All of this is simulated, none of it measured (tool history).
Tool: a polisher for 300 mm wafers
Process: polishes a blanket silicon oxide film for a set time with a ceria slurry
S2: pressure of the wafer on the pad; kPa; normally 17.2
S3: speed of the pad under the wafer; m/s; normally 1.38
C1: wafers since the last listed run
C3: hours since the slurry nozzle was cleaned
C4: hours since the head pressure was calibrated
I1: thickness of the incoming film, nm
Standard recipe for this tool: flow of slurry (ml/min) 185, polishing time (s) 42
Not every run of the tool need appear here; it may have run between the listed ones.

{"run": 1, "hour": 0.0, "flow of slurry (ml/min)": 185, "S2": 17.2, "S3": 1.38, "polishing time (s)": 42, "C1": 0, "wafers polished on this pad": 1656, "C3": 125.8, "C4": 1326.8, "I1": 772.3, "film removed (Å)": 2401}
{"hour": 5.3, "done": "worn pad replaced by a new one"}
{"run": 2, "hour": 12.2, "flow of slurry (ml/min)": 185, "S2": 17.2, "S3": 1.22, "polishing time (s)": 42, "C1": 138, "wafers polished on this pad": 117, "C3": 138, "C4": 1339, "I1": 769.8, "film removed (Å)": 2161}
{"run": 3, "hour": 25.0, "flow of slurry (ml/min)": 185, "S2": 17.2, "S3": 1.38, "polishing time (s)": 42, "C1": 215, "wafers polished on this pad": 332, "C3": 150.8, "C4": 1351.8, "I1": 779, "film removed (Å)": 2389}
{"run": 4, "hour": 41.2, "flow of slurry (ml/min)": 185, "S2": 17.2, "S3": 1.38, "polishing time (s)": 42, "C1": 272, "wafers polished on this pad": 605, "C3": 167, "C4": 1368, "I1": 789.9, "film removed (Å)": 2375}
{"run": 5, "hour": 58.9, "flow of slurry (ml/min)": 185, "S2": 17.2, "S3": 1.38, "polishing time (s)": 42, "C1": 298, "wafers polished on this pad": 903, "C3": 184.7, "C4": 1385.7, "I1": 776.4, "film removed (Å)": 2356}
{"run": 6, "hour": 68.4, "flow of slurry (ml/min)": 185, "S2": 20.7, "S3": 1.38, "polishing time (s)": 42, "C1": 160, "wafers polished on this pad": 1063, "C3": 194.2, "C4": 1395.2, "I1": 789.1, "film removed (Å)": 2816}
{"run": 7, "hour": 74.9, "flow of slurry (ml/min)": 185, "S2": 20.7, "S3": 1.38, "polishing time (s)": 42, "C1": 109, "wafers polished on this pad": 1173, "C3": 200.7, "C4": 1401.7, "I1": 771.8, "film removed (Å)": 2821}
{"run": 8, "hour": 88.4, "flow of slurry (ml/min)": 185, "S2": 20.7, "S3": 1.38, "polishing time (s)": 42, "C1": 227, "wafers polished on this pad": 1400, "C3": 214.2, "C4": 1415.2, "I1": 773.1, "film removed (Å)": 2831}
{"run": 9, "hour": 95.2, "flow of slurry (ml/min)": 155, "S2": 17.2, "S3": 1.6, "polishing time (s)": 42, "C1": 114, "wafers polished on this pad": 1515, "C3": 221, "C4": 1422, "I1": 789.4, "film removed (Å)": 2608}
{"run": 10, "hour": 110.0, "flow of slurry (ml/min)": 155, "S2": 17.2, "S3": 1.6, "polishing time (s)": 42, "C1": 249, "wafers polished on this pad": 1764, "C3": 235.8, "C4": 1436.8, "I1": 787, "film removed (Å)": 2628}
{"hour": 117.7, "done": "worn pad replaced by a new one"}
{"run": 11, "hour": 119.4, "flow of slurry (ml/min)": 185, "S2": 17.2, "S3": 1.38, "polishing time (s)": 42, "C1": 90, "wafers polished on this pad": 28, "C3": 245.2, "C4": 1446.2, "I1": 771, "film removed (Å)": 2359}
{"run": 12, "hour": 129.4, "flow of slurry (ml/min)": 185, "S2": 17.2, "S3": 1.38, "polishing time (s)": 42, "C1": 168, "wafers polished on this pad": 197, "C3": 255.2, "C4": 1456.2, "I1": 791.7, "film removed (Å)": 2365}
{"run": 13, "hour": 137.1, "flow of slurry (ml/min)": 185, "S2": 17.2, "S3": 1.38, "polishing time (s)": 42, "C1": 129, "wafers polished on this pad": 327, "C3": 262.9, "C4": 1463.9, "I1": 775.8, "film removed (Å)": 2342}
{"run": 14, "hour": 148.8, "flow of slurry (ml/min)": 185, "S2": 17.2, "S3": 1.38, "polishing time (s)": 42, "C1": 197, "wafers polished on this pad": 524, "C3": 274.6, "C4": 1475.6, "I1": 773.3, "film removed (Å)": 2386}
{"run": 15, "hour": 165.0, "flow of slurry (ml/min)": 185, "S2": 12.4, "S3": 1.38, "polishing time (s)": 42, "C1": 272, "wafers polished on this pad": 797, "C3": 290.8, "C4": 1491.8, "I1": 797.4, "film removed (Å)": 1704}
{"run": 16, "hour": 177.6, "flow of slurry (ml/min)": 185, "S2": 17.2, "S3": 1.38, "polishing time (s)": 48, "C1": 212, "wafers polished on this pad": 1009, "C3": 303.4, "C4": 1504.4, "I1": 782, "film removed (Å)": 2724}
{"run": 17, "hour": 192.5, "flow of slurry (ml/min)": 185, "S2": 17.2, "S3": 1.38, "polishing time (s)": 48, "C1": 251, "wafers polished on this pad": 1260, "C3": 318.3, "C4": 1519.3, "I1": 774.2, "film removed (Å)": 2691}
{"run": 18, "hour": 200.3, "flow of slurry (ml/min)": 185, "S2": 17.2, "S3": 1.38, "polishing time (s)": 42, "C1": 131, "wafers polished on this pad": 1391, "C3": 326.1, "C4": 1527.1, "I1": 784, "film removed (Å)": 2409}
{"hour": 207.1, "done": "worn pad replaced by a new one"}
{"run": 19, "hour": 214.0, "flow of slurry (ml/min)": 210, "S2": 17.2, "S3": 1.14, "polishing time (s)": 35, "C1": 163, "wafers polished on this pad": 116, "C3": 339.8, "C4": 1540.8, "I1": 785.3, "film removed (Å)": 1692}
{"run": 20, "hour": 229.1, "flow of slurry (ml/min)": 185, "S2": 17.2, "S3": 1.38, "polishing time (s)": 42, "C1": 254, "wafers polished on this pad": 371, "C3": 354.9, "C4": 1555.9, "I1": 762.4, "film removed (Å)": 2261}
{"run": 21, "hour": 259.4, "flow of slurry (ml/min)": 125, "S2": 21.4, "S3": 1.04, "polishing time (s)": 42, "C1": 510, "wafers polished on this pad": 881, "C3": 385.2, "C4": 1586.2, "I1": 776.7, "film removed (Å)": 2299}
{"run": 22, "hour": 276.2, "flow of slurry (ml/min)": 185, "S2": 17.2, "S3": 1.38, "polishing time (s)": 42, "C1": 283, "wafers polished on this pad": 1164, "C3": 402, "C4": 1603, "I1": 785.4, "film removed (Å)": 2351}
{"hour": 291.5, "done": "worn pad replaced by a new one"}
{"run": 23, "hour": 292.0, "flow of slurry (ml/min)": 185, "S2": 17.2, "S3": 1.38, "polishing time (s)": 42, "C1": 198, "wafers polished on this pad": 9, "C3": 417.8, "C4": 1618.8, "I1": 782.7, "film removed (Å)": 2334}
{"run": 24, "hour": 294.7, "flow of slurry (ml/min)": 185, "S2": 17.2, "S3": 1.38, "polishing time (s)": 42, "C1": 45, "wafers polished on this pad": 54, "C3": 420.5, "C4": 1621.5, "I1": 798.2, "film removed (Å)": 2313}
{"hour": 297.6, "done": "head pressure recalibrated"}
{"run": 25, "hour": 311.8, "flow of slurry (ml/min)": 185, "S2": 17.2, "S3": 1.38, "polishing time (s)": 42, "C1": 254, "wafers polished on this pad": 309, "C3": 437.6, "C4": 14.2, "I1": 784.4, "film removed (Å)": 2353}
{"run": 26, "hour": 320.9, "flow of slurry (ml/min)": 210, "S2": 22.1, "S3": 1.64, "polishing time (s)": 32, "C1": 153, "wafers polished on this pad": 462, "C3": 446.7, "C4": 23.3, "I1": 793.8, "film removed (Å)": 2617}
{"run": 27, "hour": 331.1, "flow of slurry (ml/min)": 225, "S2": 17.2, "S3": 1.02, "polishing time (s)": 46, "C1": 171, "wafers polished on this pad": 634, "C3": 456.9, "C4": 33.5, "I1": 770.5, "film removed (Å)": 2038}
{"run": 28, "hour": 346.3, "flow of slurry (ml/min)": 185, "S2": 17.2, "S3": 1.38, "polishing time (s)": 42, "C1": 256, "wafers polished on this pad": 890, "C3": 472.1, "C4": 48.7, "I1": 786.2, "film removed (Å)": 2298}
{"hour": 375.1, "done": "slurry nozzle cleaned"}
{"run": 29, "hour": 377.6, "flow of slurry (ml/min)": 185, "S2": 17.2, "S3": 1.38, "polishing time (s)": 32, "C1": 510, "wafers polished on this pad": 1400, "C3": 2.5, "C4": 80, "I1": 777.6, "film removed (Å)": 1822}
{"hour": 391.2, "done": "worn pad replaced by a new one"}
{"run": 30, "hour": 391.7, "flow of slurry (ml/min)": 225, "S2": 13.1, "S3": 1.38, "polishing time (s)": 31, "C1": 170, "wafers polished on this pad": 8, "C3": 16.6, "C4": 94.1, "I1": 772.5, "film removed (Å)": 1389}
{"run": 31, "hour": 401.5, "flow of slurry (ml/min)": 130, "S2": 20, "S3": 1.6, "polishing time (s)": 57, "C1": 165, "wafers polished on this pad": 173, "C3": 26.4, "C4": 103.9, "I1": 785, "film removed (Å)": 4039}
{"run": 32, "hour": 407.8, "flow of slurry (ml/min)": 185, "S2": 17.2, "S3": 0.92, "polishing time (s)": 42, "C1": 106, "wafers polished on this pad": 279, "C3": 32.7, "C4": 110.2, "I1": 766.1, "film removed (Å)": 1803}
{"run": 33, "hour": 424.7, "flow of slurry (ml/min)": 185, "S2": 17.2, "S3": 1.38, "polishing time (s)": 42, "C1": 284, "wafers polished on this pad": 564, "C3": 49.6, "C4": 127.1, "I1": 785.3, "film removed (Å)": 2445}
{"run": 34, "hour": 441.7, "flow of slurry (ml/min)": 130, "S2": 11.7, "S3": 1, "polishing time (s)": 46, "C1": 286, "wafers polished on this pad": 850, "C3": 66.6, "C4": 144.1, "I1": 770.8, "film removed (Å)": 1392}
{"run": 35, "hour": 457.8, "flow of slurry (ml/min)": 185, "S2": 17.2, "S3": 1.38, "polishing time (s)": 42, "C1": 271, "wafers polished on this pad": 1122, "C3": 82.7, "C4": 160.2, "I1": 767.4, "film removed (Å)": 2415}
{"run": 36, "hour": 465.9, "flow of slurry (ml/min)": 185, "S2": 15.2, "S3": 1.68, "polishing time (s)": 53, "C1": 136, "wafers polished on this pad": 1258, "C3": 90.8, "C4": 168.3, "I1": 793, "film removed (Å)": 3114}
{"run": 37, "hour": 474.5, "flow of slurry (ml/min)": 120, "S2": 17.2, "S3": 1.38, "polishing time (s)": 51, "C1": 144, "wafers polished on this pad": 1403, "C3": 99.4, "C4": 176.9, "I1": 770.8, "film removed (Å)": 2806}
{"run": 38, "hour": 482.9, "flow of slurry (ml/min)": 155, "S2": 13.1, "S3": 1.38, "polishing time (s)": 42, "C1": 141, "wafers polished on this pad": 1544, "C3": 107.8, "C4": 185.3, "I1": 763.6, "film removed (Å)": 1770}

Selected run-to-run steps in film removed (Å), each split into two signed amounts: the part the tool would show with no hidden state at all (from settings, incoming material and random variation), and the remainder, which goes to the hidden state together with any gauge scatter not common to the measured and the hidden-state-free results:
What the log doesn't record here: removal rate lost through wear of the pad, %; slurry flow missing at the pad, %; deviation of the head's pressure from its setpoint, %.
Run 15 -> 16: S2 12.4 -> 17.2, polishing time (s) 42 -> 48. film removed (Å) +1020: hidden state -33, all else +1053.
Run 20 -> 21: flow of slurry (ml/min) 185 -> 125, S2 17.2 -> 21.4, S3 1.38 -> 1.04. film removed (Å) +38: hidden state -31, all else +69.
Run 28 -> 29: polishing time (s) 42 -> 32, slurry nozzle cleaned. film removed (Å) -476: hidden state +109, all else -585.
Run 30 -> 31: flow of slurry (ml/min) 225 -> 130, S2 13.1 -> 20, S3 1.38 -> 1.6, polishing time (s) 31 -> 57. film removed (Å) +2650: hidden state -27, all else +2677.
Run 31 -> 32: flow of slurry (ml/min) 130 -> 185, S2 20 -> 17.2, S3 1.6 -> 0.92, polishing time (s) 57 -> 42. film removed (Å) -2236: hidden state +21, all else -2257.
Run 33 -> 34: flow of slurry (ml/min) 185 -> 130, S2 17.2 -> 11.7, S3 1.38 -> 1, polishing time (s) 42 -> 46. film removed (Å) -1053: hidden state +5, all else -1058.
